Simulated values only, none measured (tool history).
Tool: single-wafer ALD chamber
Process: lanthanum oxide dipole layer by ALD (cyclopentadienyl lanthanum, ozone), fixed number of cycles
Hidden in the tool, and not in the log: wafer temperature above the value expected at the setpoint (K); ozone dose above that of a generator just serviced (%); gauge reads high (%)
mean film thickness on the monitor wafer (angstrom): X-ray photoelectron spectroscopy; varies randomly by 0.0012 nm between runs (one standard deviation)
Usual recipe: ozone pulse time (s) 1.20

run	hour	ozone pulse time (s)	wafers since the last listed run	hours since the last thermocouple change	hours since the last ozone generator service	hours since the showerhead was replaced	hours since the gauge calibration	read-back reference wafer on the same gauge, thickness_nm	mean film thickness on the monitor wafer (angstrom)
1	0.0	1.20	0	1176.0	1700.3	3473.4	116.7	0.551	4.26
2	8.7	1.08	180	1184.7	1709.0	3482.1	125.4	0.551	4.06
3	18.5	1.08	203	1194.5	1718.8	3491.9	135.2	0.551	4.05
4	33.7	0.97	316	1209.7	1734.0	3507.1	150.4	0.550	3.85
5	44.7	0.97	228	1220.7	1745.0	3518.1	161.4	0.552	3.84
# hour 60.4: gauge calibrated
# hour 61.5: thermocouple changed; heater temperature recalibrated
6	62.0	0.97	193	0.5	1762.3	3535.4	1.6	0.551	3.83
7	85.9	1.20	497	24.4	1786.2	3559.3	25.5	0.551	4.21
8	100.6	1.58	305	39.1	1800.9	3574.0	40.2	0.551	4.64
9	106.9	1.58	131	45.4	1807.2	3580.3	46.5	0.551	4.62
10	113.9	1.56	145	52.4	1814.2	3587.3	53.5	0.551	4.60
# hour 127.4: ozone generator serviced
11	127.9	1.45	124	66.4	0.5	3601.3	67.5	0.552	4.97
12	131.6	1.62	76	70.1	4.2	3605.0	71.2	0.551	5.05
13	142.4	1.00	224	80.9	15.0	3615.8	82.0	0.551	4.51
# hour 156.2: showerhead replaced
14	156.7	1.39	131	95.2	29.3	0.5	96.3	0.551	4.93
15	164.4	1.20	160	102.9	37.0	8.2	104.0	0.551	4.77
16	181.0	0.97	345	119.5	53.6	24.8	120.6	0.551	4.45
17	187.3	0.96	131	125.8	59.9	31.1	126.9	0.551	4.45
18	197.8	1.20	218	136.3	70.4	41.6	137.4	0.551	4.76

Forecast each of these 4 alternatives for the next run:
A	198.2	1.20	8	136.7	70.8	42.0	137.8	?	?
B	198.2	1.43	8	136.7	70.8	42.0	137.8	?	?
C	198.2	1.60	8	136.7	70.8	42.0	137.8	?	?
D	198.2	0.81	8	136.7	70.8	42.0	137.8	?	?

run	read-back reference wafer on the same gauge, thickness_nm	mean film thickness on the monitor wafer (angstrom)
A	0.550	4.75
B	0.550	4.93
C	0.550	5.02
D	0.550	4.14
Stripped of hidden state, with their random variation kept, the same runs would have yielded:
run	mean film thickness on the monitor wafer (angstrom)
A	4.76
B	4.94
C	5.03
D	4.16

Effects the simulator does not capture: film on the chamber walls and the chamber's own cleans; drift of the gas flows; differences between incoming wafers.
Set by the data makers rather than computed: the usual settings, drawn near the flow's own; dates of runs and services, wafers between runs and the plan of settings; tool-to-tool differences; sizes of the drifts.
